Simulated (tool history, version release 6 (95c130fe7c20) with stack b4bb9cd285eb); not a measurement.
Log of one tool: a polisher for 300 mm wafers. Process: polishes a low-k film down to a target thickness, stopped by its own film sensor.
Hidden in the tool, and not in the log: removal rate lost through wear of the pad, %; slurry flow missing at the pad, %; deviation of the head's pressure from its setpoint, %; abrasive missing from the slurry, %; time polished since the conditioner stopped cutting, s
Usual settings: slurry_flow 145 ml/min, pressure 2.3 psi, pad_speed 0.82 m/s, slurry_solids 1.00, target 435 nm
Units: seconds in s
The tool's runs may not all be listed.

| run | hour | slurry_flow | pressure | pad_speed | slurry_solids | target | wafers since the last listed run | wafers polished on this pad | hours since the slurry nozzle was cleaned | hours since the head pressure was calibrated | hours since the slurry blender was calibrated | hours since the conditioning disc was replaced | incoming thickness of the incoming film, nm | seconds |
|---|---|---|---|---|---|---|---|---|---|---|---|---|---|---|
| 1 | 0.0 | 145 | 2.3 | 0.82 | 1.00 | 435 | 0 | 249 | 124.2 | 952.3 | 81.8 | 197.7 | 486.4 | 149.0 |
| 2 | 12.3 | 145 | 2.3 | 0.82 | 1.00 | 435 | 56 | 305 | 136.5 | 964.6 | 94.1 | 210.0 | 494.1 | 170.6 |
| 3 | 36.9 | 145 | 2.3 | 0.82 | 1.00 | 435 | 112 | 417 | 161.1 | 989.2 | 118.7 | 234.6 | 490.8 | 163.5 |
| 4 | 71.2 | 145 | 2.3 | 0.82 | 1.00 | 435 | 156 | 573 | 195.4 | 1023.5 | 153.0 | 268.9 | 490.6 | 165.1 |
| 5 | 86.9 | 145 | 2.3 | 0.82 | 1.00 | 435 | 71 | 644 | 211.1 | 1039.2 | 168.7 | 284.6 | 492.3 | 168.1 |
| 6 | 109.0 | 145 | 2.3 | 0.82 | 1.00 | 435 | 100 | 745 | 233.2 | 1061.3 | 190.8 | 306.7 | 484.1 | 144.0 |
| 7 | 131.2 | 145 | 2.3 | 0.82 | 1.00 | 450 | 101 | 846 | 255.4 | 1083.5 | 213.0 | 328.9 | 490.2 | 119.5 |
| 8 | 157.9 | 115 | 2.3 | 0.82 | 1.00 | 435 | 121 | 968 | 282.1 | 1110.2 | 239.7 | 355.6 | 487.5 | 159.9 |
| 9 | 179.5 | 145 | 2.3 | 0.82 | 1.00 | 435 | 98 | 1066 | 303.7 | 1131.8 | 261.3 | 377.2 | 495.6 | 182.4 |
| 10 | 199.2 | 175 | 2.3 | 0.82 | 1.00 | 435 | 89 | 1156 | 323.4 | 1151.5 | 281.0 | 396.9 | 494.5 | 174.1 |
|  | 215.2 | worn pad replaced by a new one |
|  | 230.4 | conditioning disc replaced and pad reconditioned |
| 11 | 232.3 | 185 | 2.3 | 0.82 | 0.80 | 435 | 123 | 68 | 356.5 | 1184.6 | 314.1 | 1.9 | 495.5 | 174.9 |
| 12 | 248.1 | 145 | 3.0 | 1.02 | 1.10 | 420 | 71 | 140 | 372.3 | 1200.4 | 329.9 | 17.7 | 497.2 | 131.0 |
|  | 252.3 | head pressure recalibrated |
| 13 | 281.9 | 170 | 2.3 | 0.82 | 1.20 | 435 | 144 | 285 | 406.1 | 29.6 | 363.7 | 51.5 | 491.3 | 153.0 |
|  | 285.6 | slurry blender recalibrated |
|  | 298.2 | slurry nozzle cleaned |
| 14 | 303.4 | 160 | 2.3 | 1.00 | 0.85 | 419 | 84 | 369 | 5.2 | 51.1 | 17.8 | 73.0 | 494.3 | 219.1 |
| 15 | 323.6 | 145 | 2.3 | 0.82 | 1.00 | 429 | 91 | 461 | 25.4 | 71.3 | 38.0 | 93.2 | 487.5 | 176.7 |
| 16 | 356.8 | 145 | 2.3 | 0.82 | 1.00 | 435 | 151 | 612 | 58.6 | 104.5 | 71.2 | 126.4 | 495.2 | 186.7 |
| 17 | 370.8 | 165 | 3.0 | 0.74 | 1.00 | 445 | 63 | 676 | 72.6 | 118.5 | 85.2 | 140.4 | 490.5 | 114.9 |
| 18 | 398.1 | 145 | 2.0 | 1.02 | 1.00 | 435 | 124 | 800 | 99.9 | 145.8 | 112.5 | 167.7 | 497.2 | 191.2 |
| 19 | 420.2 | 145 | 2.3 | 0.82 | 1.00 | 435 | 100 | 901 | 122.0 | 167.9 | 134.6 | 189.8 | 484.0 | 149.7 |
| 20 | 442.8 | 145 | 2.3 | 1.10 | 1.10 | 435 | 102 | 1004 | 144.6 | 190.5 | 157.2 | 212.4 | 489.3 | 133.9 |
| 21 | 476.8 | 180 | 2.0 | 0.82 | 1.00 | 435 | 154 | 1159 | 178.6 | 224.5 | 191.2 | 246.4 | 496.6 | 207.1 |
| 22 | 490.7 | 175 | 2.3 | 0.82 | 1.00 | 451 | 63 | 1222 | 192.5 | 238.4 | 205.1 | 260.3 | 484.6 | 100.4 |
| 23 | 519.3 | 145 | 2.3 | 0.82 | 1.00 | 435 | 130 | 1352 | 221.1 | 267.0 | 233.7 | 288.9 | 491.5 | 173.6 |
|  | 569.1 | worn pad replaced by a new one |
| 24 | 570.4 | 180 | 1.9 | 0.82 | 0.80 | 448 | 214 | 6 | 272.2 | 318.1 | 284.8 | 340.0 | 483.6 | 141.1 |
| 25 | 585.5 | 130 | 2.3 | 0.82 | 1.15 | 435 | 68 | 74 | 287.3 | 333.2 | 299.9 | 355.1 | 493.3 | 170.4 |

The tool's hidden state at each run:
removal rate lost through wear of the pad, %: 0 in every run
slurry flow missing at the pad, %: 0 in every run
abrasive missing from the slurry, %: 0 in every run
H1: deviation of the head's pressure from its setpoint, %
H2: time polished since the conditioner stopped cutting, s
| run | H1 | H2 |
|---|---|---|
| 1 | 12.1 | 267 |
| 2 | 12.1 | 274 |
| 3 | 12.2 | 288 |
| 4 | 12.2 | 304 |
| 5 | 12.3 | 310 |
| 6 | 12.3 | 318 |
| 7 | 12.4 | 325 |
| 8 | 12.4 | 332 |
| 9 | 12.4 | 337 |
| 10 | 12.5 | 341 |
| 11 | 12.5 | 15.7 |
| 12 | 12.5 | 48.3 |
| 13 | 0.905 | 108 |
| 14 | 1.57 | 140 |
| 15 | 2.16 | 167 |
| 16 | 3.06 | 204 |
| 17 | 3.42 | 217 |
| 18 | 4.07 | 241 |
| 19 | 4.57 | 257 |
| 20 | 5.05 | 271 |
| 21 | 5.72 | 289 |
| 22 | 5.97 | 296 |
| 23 | 6.47 | 307 |
| 24 | 7.26 | 323 |
| 25 | 7.47 | 327 |

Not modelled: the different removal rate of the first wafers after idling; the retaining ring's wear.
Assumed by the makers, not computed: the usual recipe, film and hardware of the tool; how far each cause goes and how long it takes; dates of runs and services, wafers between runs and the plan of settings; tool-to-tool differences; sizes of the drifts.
